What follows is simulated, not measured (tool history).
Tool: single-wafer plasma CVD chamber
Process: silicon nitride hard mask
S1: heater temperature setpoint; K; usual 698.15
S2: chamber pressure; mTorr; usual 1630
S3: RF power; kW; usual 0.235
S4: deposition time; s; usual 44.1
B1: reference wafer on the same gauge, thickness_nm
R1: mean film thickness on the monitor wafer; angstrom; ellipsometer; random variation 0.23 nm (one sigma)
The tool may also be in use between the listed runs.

run	hour	S1	S2	S3	S4	B1	R1
1	0.0	698.15	1630	0.235	49.9	38.272	469.80
2	79.1	698.15	1630	0.235	44.1	38.179	412.78
3	91.6	698.15	1630	0.235	44.1	38.157	412.43
4	120.4	698.15	1630	0.235	44.1	38.159	412.05
5	145.5	698.15	1630	0.235	44.1	38.126	408.29
6	172.7	698.15	1630	0.235	44.1	38.122	409.46
7	190.7	698.15	1630	0.235	44.1	38.101	411.62
# hour 217.7: showerhead replaced
8	226.5	698.15	1630	0.235	44.1	38.109	409.75
9	251.9	698.15	1780	0.235	44.1	38.138	421.94
10	267.3	698.15	1780	0.235	44.1	38.143	420.28
11	298.4	698.15	1780	0.235	44.1	37.996	422.59
12	314.6	698.15	1630	0.235	37.7	38.048	349.80
# hour 336.1: capacitance manometer re-zeroed and calibrated
# hour 345.6: gauge calibrated
13	350.6	698.15	1630	0.235	37.7	39.157	358.55
14	369.4	698.15	1460	0.235	44.1	39.075	408.63

The next listed run, before its measurement:
15	385.2	698.15	1630	0.235	44.1	?	?

B1: 38.974
R1: 421.40 angstrom
Without the tool's hidden state the same run would have given R1 422.97 angstrom.

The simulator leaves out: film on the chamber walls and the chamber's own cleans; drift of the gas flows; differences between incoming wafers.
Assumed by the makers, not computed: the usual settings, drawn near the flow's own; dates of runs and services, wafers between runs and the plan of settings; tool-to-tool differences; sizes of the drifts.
